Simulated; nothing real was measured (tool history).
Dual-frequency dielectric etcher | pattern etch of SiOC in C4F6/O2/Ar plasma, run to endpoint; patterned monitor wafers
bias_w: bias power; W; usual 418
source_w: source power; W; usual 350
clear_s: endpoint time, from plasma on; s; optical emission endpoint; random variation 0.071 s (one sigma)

run   hour  bias_w  source_w  wafers since the last listed run  hours since the last wet clean  hours since the last bias power generator calibration  hours since the last source power generator calibration  hours since the last upper electrode change  incoming incoming film thickness, nm  clear_s
  1      0     418       350                                 0                           324.4                                                 4904.8                                                   2832.9                                       4246.5                                  50.3     17.1
  2   24.1     418       350                               304                           348.5                                                 4928.9                                                     2857                                       4270.6                                    50     16.9
  3   57.6     418       350                               423                             382                                                 4962.4                                                   2890.5                                       4304.1                                  50.4     17.1
  4   80.9     418       350                               294                           405.3                                                 4985.7                                                   2913.8                                       4327.4                                  50.5       17
  5   98.5     418       400                               222                           422.9                                                 5003.3                                                   2931.4                                         4345                                  50.7     15.7
     125.4  -- wet clean of the chamber
  6  132.7     418       400                               128                             7.3                                                 5037.5                                                   2965.6                                       4379.2                                  50.7     16.6
  7  166.9     378       350                               431                            41.5                                                 5071.7                                                   2999.8                                       4413.4                                  50.8     18.5
  8  188.9     378       350                               277                            63.5                                                 5093.7                                                   3021.8                                       4435.4                                  50.3     18.4
  9  217.8     378       350                               364                            92.4                                                 5122.6                                                   3050.7                                       4464.3                                  50.5     18.4
 10  236.2     442       280                               232                           110.8                                                   5141                                                   3069.1                                       4482.7                                  50.3     19.6
     285.8  -- upper electrode replaced
     288.1  -- bias power generator calibrated
 11  315.7     442       280                               671                           190.3                                                   27.6                                                   3148.6                                         29.9                                  49.9     19.4
 12  344.4     442       280                               362                             219                                                   56.3                                                   3177.3                                         58.6                                  50.6     19.6
 13  373.2     418       380                               363                           247.8                                                   85.1                                                   3206.1                                         87.4                                  50.3     16.5
 14  407.8     328       320                               436                           282.4                                                  119.7                                                   3240.7                                          122                                  50.5     20.3
 15  438.1     373       350                               382                           312.7                                                    150                                                     3271                                        152.3                                  50.6     18.1
 16  457.4     442       280                               243                             332                                                  169.3                                                   3290.3                                        171.6                                  50.3     19.3
 17    509     353       270                               651                           383.6                                                  220.9                                                   3341.9                                        223.2                                  49.9     21.3
 18  534.4     351       290                               320                             409                                                  246.3                                                   3367.3                                        248.6                                  50.6     20.6
     547.1  -- source power generator calibrated
 19  564.2     369       310                               325                           438.8                                                  276.1                                                     17.1                                        278.4                                  49.8       19
     608.3  -- wet clean of the chamber
 20  608.8     346       400                               260                             0.5                                                  320.7                                                     61.7                                          323                                  50.4     17.7
 21  686.8     418       350                               985                            78.5                                                  398.7                                                    139.7                                          401                                  50.6     17.6
 22  701.5     418       350                               185                            93.2                                                  413.4                                                    154.4                                        415.7                                  50.5     17.5
 23  732.1     494       260                               386                           123.8                                                    444                                                      185                                        446.3                                  51.1     20.1
 24  761.7     418       270                               373                           153.4                                                  473.6                                                    214.6                                        475.9                                  50.8     20.8

Some steps in clear_s between neighbouring runs. How much of each would the tool show without its hidden state too (settings, what came in, random variation), and how much is left for the hidden state, with any gauge scatter that isn't in both results?
The hidden state here: etch rate over this chamber's usual, %; bias power that arrives over what is set, %; source power that arrives over what is set, %.
Run 5 -> 6: wet clean of the chamber. clear_s +0.9 s: hidden state +0.8, all else +0.1.
Run 12 -> 13: bias_w 442 -> 418, source_w 280 -> 380. clear_s -3.1 s: hidden state +0.1, all else -3.2.
Run 13 -> 14: bias_w 418 -> 328, source_w 380 -> 320. clear_s +3.8 s: hidden state -0.2, all else +4.
Run 19 -> 20: bias_w 369 -> 346, source_w 310 -> 400, wet clean of the chamber. clear_s -1.3 s: hidden state +0.7, all else -2.
